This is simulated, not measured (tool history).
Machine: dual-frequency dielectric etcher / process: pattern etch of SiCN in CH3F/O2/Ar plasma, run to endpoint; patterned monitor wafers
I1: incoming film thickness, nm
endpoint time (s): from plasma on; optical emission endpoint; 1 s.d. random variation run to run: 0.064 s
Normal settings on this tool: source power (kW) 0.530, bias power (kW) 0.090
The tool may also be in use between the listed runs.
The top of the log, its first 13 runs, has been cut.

{"hour": 618.1, "done": "upper electrode replaced"}
{"run": 14, "hour": 623.0, "source power (kW)": 0.53, "bias power (kW)": 0.09, "I1": 8.34, "endpoint time (s)": 20.1}
{"run": 15, "hour": 670.3, "source power (kW)": 0.53, "bias power (kW)": 0.09, "I1": 8.36, "endpoint time (s)": 20.3}
{"run": 16, "hour": 711.7, "source power (kW)": 0.57, "bias power (kW)": 0.074, "I1": 8.41, "endpoint time (s)": 21.6}
{"hour": 743.8, "done": "wet clean of the chamber"}
{"run": 17, "hour": 894.2, "source power (kW)": 0.5, "bias power (kW)": 0.09, "I1": 8.45, "endpoint time (s)": 20.8}
{"run": 18, "hour": 925.6, "source power (kW)": 0.49, "bias power (kW)": 0.105, "I1": 8.4, "endpoint time (s)": 19.5}
{"run": 19, "hour": 989.3, "source power (kW)": 0.44, "bias power (kW)": 0.074, "I1": 8.27, "endpoint time (s)": 23.0}
{"hour": 1008.7, "done": "bias power generator calibrated"}
{"run": 20, "hour": 1056.6, "source power (kW)": 0.47, "bias power (kW)": 0.09, "I1": 8.4, "endpoint time (s)": 21.0}
{"run": 21, "hour": 1109.9, "source power (kW)": 0.53, "bias power (kW)": 0.09, "I1": 8.43, "endpoint time (s)": 20.5}
{"hour": 1135.7, "done": "wet clean of the chamber"}
{"run": 22, "hour": 1165.2, "source power (kW)": 0.53, "bias power (kW)": 0.107, "I1": 8.4, "endpoint time (s)": 18.3}
{"run": 23, "hour": 1220.5, "source power (kW)": 0.66, "bias power (kW)": 0.103, "I1": 8.3, "endpoint time (s)": 17.3}

What does the tool deliver on the next run?
{"run": 24, "hour": 1258.2, "source power (kW)": 0.41, "bias power (kW)": 0.098, "I1": 8.42, "endpoint time (s)": "?"}

Run 24 gave endpoint time (s) 20.9.
Take away the tool's hidden state, keep the run-to-run variation as it was, and the same run would have given endpoint time (s) 20.5.

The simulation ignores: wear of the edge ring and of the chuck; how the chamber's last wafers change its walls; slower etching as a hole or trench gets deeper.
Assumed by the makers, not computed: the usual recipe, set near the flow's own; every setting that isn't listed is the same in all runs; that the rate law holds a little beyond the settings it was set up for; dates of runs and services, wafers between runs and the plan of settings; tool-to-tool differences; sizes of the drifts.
